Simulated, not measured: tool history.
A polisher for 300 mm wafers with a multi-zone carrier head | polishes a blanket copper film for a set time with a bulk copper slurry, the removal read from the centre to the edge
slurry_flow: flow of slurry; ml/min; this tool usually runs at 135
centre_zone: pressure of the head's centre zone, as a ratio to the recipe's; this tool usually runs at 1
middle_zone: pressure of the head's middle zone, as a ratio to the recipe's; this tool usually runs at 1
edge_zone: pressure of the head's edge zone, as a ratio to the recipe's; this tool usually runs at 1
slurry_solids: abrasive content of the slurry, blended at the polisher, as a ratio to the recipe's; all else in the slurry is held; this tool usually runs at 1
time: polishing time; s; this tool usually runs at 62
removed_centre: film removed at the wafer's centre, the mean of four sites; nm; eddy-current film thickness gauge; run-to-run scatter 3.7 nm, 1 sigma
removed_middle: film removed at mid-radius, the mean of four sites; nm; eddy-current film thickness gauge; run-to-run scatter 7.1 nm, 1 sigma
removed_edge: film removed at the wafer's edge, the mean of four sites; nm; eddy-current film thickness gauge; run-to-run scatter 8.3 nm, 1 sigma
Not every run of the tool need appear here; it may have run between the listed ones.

| run | hour | slurry_flow | centre_zone | middle_zone | edge_zone | slurry_solids | time | incoming thickness of the incoming film, nm | removed_centre | removed_middle | removed_edge |
|---|---|---|---|---|---|---|---|---|---|---|---|
| 1 | 0 | 120 | 1 | 1 | 1 | 1 | 46 | 2021.6 | 392.5 | 446.1 | 451.4 |
| 2 | 14.9 | 120 | 1 | 1 | 1 | 1 | 46 | 2077.3 | 383 | 450.3 | 464.1 |
|  | 31.6 | worn pad replaced by a new one |
| 3 | 32.1 | 135 | 1 | 1 | 1 | 1 | 62 | 2036.7 | 526.2 | 616.7 | 620.3 |
| 4 | 44.7 | 135 | 1 | 1 | 1 | 1 | 62 | 2021.9 | 533.2 | 629.1 | 630 |
| 5 | 57.2 | 135 | 1 | 1 | 1 | 1 | 62 | 2030.4 | 537.1 | 606.9 | 613.6 |
| 6 | 74 | 165 | 1 | 1 | 1 | 1 | 62 | 2019.9 | 552.7 | 633.9 | 624.9 |
|  | 78 | edge zone pressure recalibrated |
| 7 | 91.2 | 165 | 1 | 1 | 1 | 1 | 62 | 2070 | 542.8 | 636.1 | 648.4 |
|  | 103.7 | worn pad replaced by a new one, of another model than before |
| 8 | 108.2 | 135 | 1 | 1 | 1 | 1 | 62 | 2043.8 | 538.5 | 606.4 | 620.6 |
| 9 | 115 | 135 | 1 | 1 | 1 | 1 | 62 | 2019 | 533.2 | 603.3 | 629.8 |
|  | 119 | slurry nozzle cleaned |
| 10 | 131 | 110 | 0.91 | 1 | 1 | 1 | 62 | 2021.6 | 471.8 | 596.6 | 616.5 |
|  | 164.5 | worn pad replaced by a new one |
| 11 | 176.3 | 120 | 1 | 1 | 1 | 1 | 46 | 2061.6 | 387.5 | 444.2 | 459.7 |
|  | 186.8 | carrier head's membrane replaced by a new one |
|  | 188.6 | centre zone pressure recalibrated |
| 12 | 189.1 | 135 | 0.95 | 1.04 | 1 | 0.75 | 53 | 2027.1 | 468.7 | 510.1 | 493.7 |
| 13 | 195.9 | 135 | 1 | 1 | 0.96 | 1 | 68 | 2058.7 | 671.4 | 676.5 | 686.2 |
| 14 | 202.7 | 135 | 1 | 1 | 1 | 1 | 62 | 2067.8 | 616.6 | 619.5 | 617.7 |
| 15 | 211.2 | 135 | 1 | 1 | 1 | 1 | 79 | 2032.8 | 783.2 | 785.7 | 780.4 |
|  | 224.4 | worn pad replaced by a new one |
| 16 | 227.6 | 135 | 0.9 | 1 | 0.91 | 1 | 52 | 2083.8 | 458.9 | 515 | 499 |
| 17 | 238.2 | 150 | 1 | 1 | 0.97 | 1 | 62 | 2072.7 | 604.8 | 619.3 | 611.3 |
| 18 | 245.5 | 170 | 1.08 | 1 | 1 | 1.25 | 75 | 2056.7 | 854.1 | 791 | 809.6 |

For each run, the measured value with the value that run would have given without the tool's hidden condition subtracted. The run-to-run variation is shared by both, the gauge scatter possibly not:
Hidden conditions of the tool in this case: removal rate lost through wear of the pad, %; slurry flow missing at the pad, %; deviation of the centre zone's pressure from its setpoint, %; deviation of the edge zone's pressure from its setpoint, %.
| run | removed_centre |
|---|---|
| 1 | -57.5 |
| 2 | -56.5 |
| 3 | -78 |
| 4 | -79.5 |
| 5 | -80.3 |
| 6 | -83.1 |
| 7 | -82 |
| 8 | -81.7 |
| 9 | -81.1 |
| 10 | -72.8 |
| 11 | -59.8 |
| 12 | +1.8 |
| 13 | +0.9 |
| 14 | -0.8 |
| 15 | -3.4 |
| 16 | -4.6 |
| 17 | -8.3 |
| 18 | -13.7 |
removed_middle: differs from the measured result by no more than 0.5 nm in any run.
removed_edge difference: zero, run after run.

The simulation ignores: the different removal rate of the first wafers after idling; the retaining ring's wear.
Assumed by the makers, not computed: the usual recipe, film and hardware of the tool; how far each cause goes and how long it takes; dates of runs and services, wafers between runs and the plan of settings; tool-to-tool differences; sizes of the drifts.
